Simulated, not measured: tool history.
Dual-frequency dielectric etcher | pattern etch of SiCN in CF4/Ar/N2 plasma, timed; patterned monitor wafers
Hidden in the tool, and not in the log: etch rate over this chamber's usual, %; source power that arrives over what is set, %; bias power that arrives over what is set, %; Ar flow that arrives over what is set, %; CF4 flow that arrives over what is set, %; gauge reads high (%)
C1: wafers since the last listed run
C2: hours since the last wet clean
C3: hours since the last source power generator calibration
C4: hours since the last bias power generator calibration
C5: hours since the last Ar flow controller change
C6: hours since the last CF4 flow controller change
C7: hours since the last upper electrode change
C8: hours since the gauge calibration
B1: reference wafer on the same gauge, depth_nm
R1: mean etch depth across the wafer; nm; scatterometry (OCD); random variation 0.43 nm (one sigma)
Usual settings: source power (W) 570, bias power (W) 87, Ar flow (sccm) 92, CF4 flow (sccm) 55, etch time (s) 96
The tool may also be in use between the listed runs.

{"run": 1, "hour": 0.0, "source power (W)": 510, "bias power (W)": 103, "Ar flow (sccm)": 92, "CF4 flow (sccm)": 55, "etch time (s)": 96, "C1": 0, "C2": 30.6, "C3": 4568.6, "C4": 3753.2, "C5": 1891.6, "C6": 2844.4, "C7": 0.5, "C8": 116.4, "B1": 110.1, "R1": 95.3}
{"run": 2, "hour": 13.3, "source power (W)": 570, "bias power (W)": 87, "Ar flow (sccm)": 92, "CF4 flow (sccm)": 55, "etch time (s)": 96, "C1": 116, "C2": 43.9, "C3": 4581.9, "C4": 3766.5, "C5": 1904.9, "C6": 2857.7, "C7": 13.8, "C8": 129.7, "B1": 110.1, "R1": 95.6}
{"run": 3, "hour": 25.2, "source power (W)": 570, "bias power (W)": 87, "Ar flow (sccm)": 92, "CF4 flow (sccm)": 55, "etch time (s)": 96, "C1": 103, "C2": 55.8, "C3": 4593.8, "C4": 3778.4, "C5": 1916.8, "C6": 2869.6, "C7": 25.7, "C8": 141.6, "B1": 110.2, "R1": 95.6}
{"run": 4, "hour": 37.0, "source power (W)": 570, "bias power (W)": 87, "Ar flow (sccm)": 92, "CF4 flow (sccm)": 55, "etch time (s)": 96, "C1": 103, "C2": 67.6, "C3": 4605.6, "C4": 3790.2, "C5": 1928.6, "C6": 2881.4, "C7": 37.5, "C8": 153.4, "B1": 110, "R1": 96.1}
{"hour": 55.5, "done": "source power generator calibrated"}
{"run": 5, "hour": 56.0, "source power (W)": 570, "bias power (W)": 87, "Ar flow (sccm)": 92, "CF4 flow (sccm)": 55, "etch time (s)": 96, "C1": 131, "C2": 86.6, "C3": 0.5, "C4": 3809.2, "C5": 1947.6, "C6": 2900.4, "C7": 56.5, "C8": 172.4, "B1": 110.1, "R1": 95.7}
{"run": 6, "hour": 67.6, "source power (W)": 570, "bias power (W)": 87, "Ar flow (sccm)": 92, "CF4 flow (sccm)": 45, "etch time (s)": 96, "C1": 101, "C2": 98.2, "C3": 12.1, "C4": 3820.8, "C5": 1959.2, "C6": 2912, "C7": 68.1, "C8": 184, "B1": 110.3, "R1": 92.8}
{"run": 7, "hour": 77.0, "source power (W)": 570, "bias power (W)": 87, "Ar flow (sccm)": 92, "CF4 flow (sccm)": 55, "etch time (s)": 96, "C1": 82, "C2": 107.6, "C3": 21.5, "C4": 3830.2, "C5": 1968.6, "C6": 2921.4, "C7": 77.5, "C8": 193.4, "B1": 110.1, "R1": 95.5}
{"hour": 94.0, "done": "bias power generator calibrated"}
{"run": 8, "hour": 94.6, "source power (W)": 620, "bias power (W)": 87, "Ar flow (sccm)": 92, "CF4 flow (sccm)": 55, "etch time (s)": 68.5, "C1": 118, "C2": 125.2, "C3": 39.1, "C4": 0.6, "C5": 1986.2, "C6": 2939, "C7": 95.1, "C8": 211, "B1": 110.3, "R1": 72.3}
{"run": 9, "hour": 103.3, "source power (W)": 570, "bias power (W)": 87, "Ar flow (sccm)": 112, "CF4 flow (sccm)": 55, "etch time (s)": 96, "C1": 75, "C2": 133.9, "C3": 47.8, "C4": 9.3, "C5": 1994.9, "C6": 2947.7, "C7": 103.8, "C8": 219.7, "B1": 110.1, "R1": 92.2}
{"hour": 112.2, "done": "CF4 flow controller replaced"}
{"run": 10, "hour": 115.2, "source power (W)": 650, "bias power (W)": 108, "Ar flow (sccm)": 92, "CF4 flow (sccm)": 65, "etch time (s)": 96, "C1": 51, "C2": 145.8, "C3": 59.7, "C4": 21.2, "C5": 2006.8, "C6": 3, "C7": 115.7, "C8": 231.6, "B1": 109.9, "R1": 116.5}
{"hour": 115.4, "done": "gauge calibrated"}
{"run": 11, "hour": 130.9, "source power (W)": 570, "bias power (W)": 87, "Ar flow (sccm)": 92, "CF4 flow (sccm)": 55, "etch time (s)": 125, "C1": 137, "C2": 161.5, "C3": 75.4, "C4": 36.9, "C5": 2022.5, "C6": 18.7, "C7": 131.4, "C8": 15.5, "B1": 110, "R1": 125.4}
{"hour": 143.3, "done": "Ar flow controller replaced"}
{"run": 12, "hour": 143.8, "source power (W)": 570, "bias power (W)": 87, "Ar flow (sccm)": 83, "CF4 flow (sccm)": 55, "etch time (s)": 96, "C1": 60, "C2": 174.4, "C3": 88.3, "C4": 49.8, "C5": 0.5, "C6": 31.6, "C7": 144.3, "C8": 28.4, "B1": 110, "R1": 97.9}
{"run": 13, "hour": 155.8, "source power (W)": 510, "bias power (W)": 103, "Ar flow (sccm)": 92, "CF4 flow (sccm)": 55, "etch time (s)": 96, "C1": 104, "C2": 186.4, "C3": 100.3, "C4": 61.8, "C5": 12.5, "C6": 43.6, "C7": 156.3, "C8": 40.4, "B1": 110, "R1": 95.2}
{"run": 14, "hour": 164.0, "source power (W)": 570, "bias power (W)": 87, "Ar flow (sccm)": 92, "CF4 flow (sccm)": 55, "etch time (s)": 111, "C1": 71, "C2": 194.6, "C3": 108.5, "C4": 70, "C5": 20.7, "C6": 51.8, "C7": 164.5, "C8": 48.6, "B1": 109.8, "R1": 111.4}
{"run": 15, "hour": 179.6, "source power (W)": 570, "bias power (W)": 87, "Ar flow (sccm)": 92, "CF4 flow (sccm)": 55, "etch time (s)": 86, "C1": 136, "C2": 210.2, "C3": 124.1, "C4": 85.6, "C5": 36.3, "C6": 67.4, "C7": 180.1, "C8": 64.2, "B1": 110, "R1": 85.4}
{"run": 16, "hour": 190.7, "source power (W)": 570, "bias power (W)": 68, "Ar flow (sccm)": 92, "CF4 flow (sccm)": 55, "etch time (s)": 96, "C1": 96, "C2": 221.3, "C3": 135.2, "C4": 96.7, "C5": 47.4, "C6": 78.5, "C7": 191.2, "C8": 75.3, "B1": 110.1, "R1": 86.1}
{"run": 17, "hour": 228.0, "source power (W)": 650, "bias power (W)": 87, "Ar flow (sccm)": 92, "CF4 flow (sccm)": 55, "etch time (s)": 96, "C1": 325, "C2": 258.6, "C3": 172.5, "C4": 134, "C5": 84.7, "C6": 115.8, "C7": 228.5, "C8": 112.6, "B1": 110.1, "R1": 104.7}
{"run": 18, "hour": 240.9, "source power (W)": 570, "bias power (W)": 87, "Ar flow (sccm)": 92, "CF4 flow (sccm)": 55, "etch time (s)": 96, "C1": 112, "C2": 271.5, "C3": 185.4, "C4": 146.9, "C5": 97.6, "C6": 128.7, "C7": 241.4, "C8": 125.5, "B1": 110, "R1": 95.7}
{"run": 19, "hour": 249.0, "source power (W)": 570, "bias power (W)": 98, "Ar flow (sccm)": 92, "CF4 flow (sccm)": 67, "etch time (s)": 116, "C1": 70, "C2": 279.6, "C3": 193.5, "C4": 155, "C5": 105.7, "C6": 136.8, "C7": 249.5, "C8": 133.6, "B1": 110.1, "R1": 125.5}
{"run": 20, "hour": 257.5, "source power (W)": 570, "bias power (W)": 87, "Ar flow (sccm)": 92, "CF4 flow (sccm)": 55, "etch time (s)": 96, "C1": 74, "C2": 288.1, "C3": 202, "C4": 163.5, "C5": 114.2, "C6": 145.3, "C7": 258, "C8": 142.1, "B1": 110.2, "R1": 95.6}
{"run": 21, "hour": 264.4, "source power (W)": 460, "bias power (W)": 87, "Ar flow (sccm)": 81, "CF4 flow (sccm)": 59, "etch time (s)": 118.5, "C1": 60, "C2": 295, "C3": 208.9, "C4": 170.4, "C5": 121.1, "C6": 152.2, "C7": 264.9, "C8": 149, "B1": 110.1, "R1": 106}

The tool's hidden state at each run:
etch rate over this chamber's usual, %: 0 in every run
source power that arrives over what is set, %: 0 in every run
bias power that arrives over what is set, %: 0 in every run
Ar flow that arrives over what is set, %: 0 in every run
CF4 flow that arrives over what is set, %: 0 in every run
gauge reads high (%): 0 in every run
